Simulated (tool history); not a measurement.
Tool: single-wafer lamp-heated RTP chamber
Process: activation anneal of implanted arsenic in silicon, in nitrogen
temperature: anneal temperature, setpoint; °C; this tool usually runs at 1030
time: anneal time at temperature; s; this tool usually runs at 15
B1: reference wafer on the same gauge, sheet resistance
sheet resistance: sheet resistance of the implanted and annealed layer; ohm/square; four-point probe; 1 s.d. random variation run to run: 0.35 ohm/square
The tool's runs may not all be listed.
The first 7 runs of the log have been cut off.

{"day": 20.583, "done": "gauge calibrated"}
{"run": 8, "day": 22.079, "temperature": 1030, "time": 15, "B1": 206.94, "sheet resistance": 229.79}
{"run": 9, "day": 24.996, "temperature": 1030, "time": 15, "B1": 206.96, "sheet resistance": 229.96}
{"run": 10, "day": 29.258, "temperature": 1030, "time": 15, "B1": 206.9, "sheet resistance": 230.27}
{"day": 31.504, "done": "reflector plate cleaned"}
{"run": 11, "day": 33.417, "temperature": 1030, "time": 15, "B1": 206.81, "sheet resistance": 229.29}
{"run": 12, "day": 35.729, "temperature": 1030, "time": 15, "B1": 207.14, "sheet resistance": 229.29}
{"run": 13, "day": 39.167, "temperature": 1014, "time": 20, "B1": 206.99, "sheet resistance": 230.13}
{"day": 41.071, "done": "pyrometer window cleaned and pyrometer calibrated"}
{"run": 14, "day": 41.092, "temperature": 1030, "time": 15, "B1": 207.05, "sheet resistance": 230.52}
{"run": 15, "day": 43.062, "temperature": 1030, "time": 15, "B1": 207.02, "sheet resistance": 230.71}
{"run": 16, "day": 46.717, "temperature": 1030, "time": 15, "B1": 206.95, "sheet resistance": 230.11}
{"run": 17, "day": 50.342, "temperature": 1017, "time": 19, "B1": 206.9, "sheet resistance": 229.81}
{"run": 18, "day": 52.421, "temperature": 1004, "time": 10, "B1": 206.92, "sheet resistance": 234.74}
{"run": 19, "day": 54.054, "temperature": 1030, "time": 15, "B1": 206.9, "sheet resistance": 229.9}
{"run": 20, "day": 57.812, "temperature": 1030, "time": 20, "B1": 207.01, "sheet resistance": 228.56}

Estimate the outcome of run 21 from the log above:
{"run": 21, "day": 60.525, "temperature": 1054, "time": 18, "B1": "?", "sheet resistance": "?"}

B1: 207.19
sheet resistance: 225.59 ohm/square
With the hidden condition absent and the run-to-run variation left alone, this run would have shown sheet resistance 226.61 ohm/square.
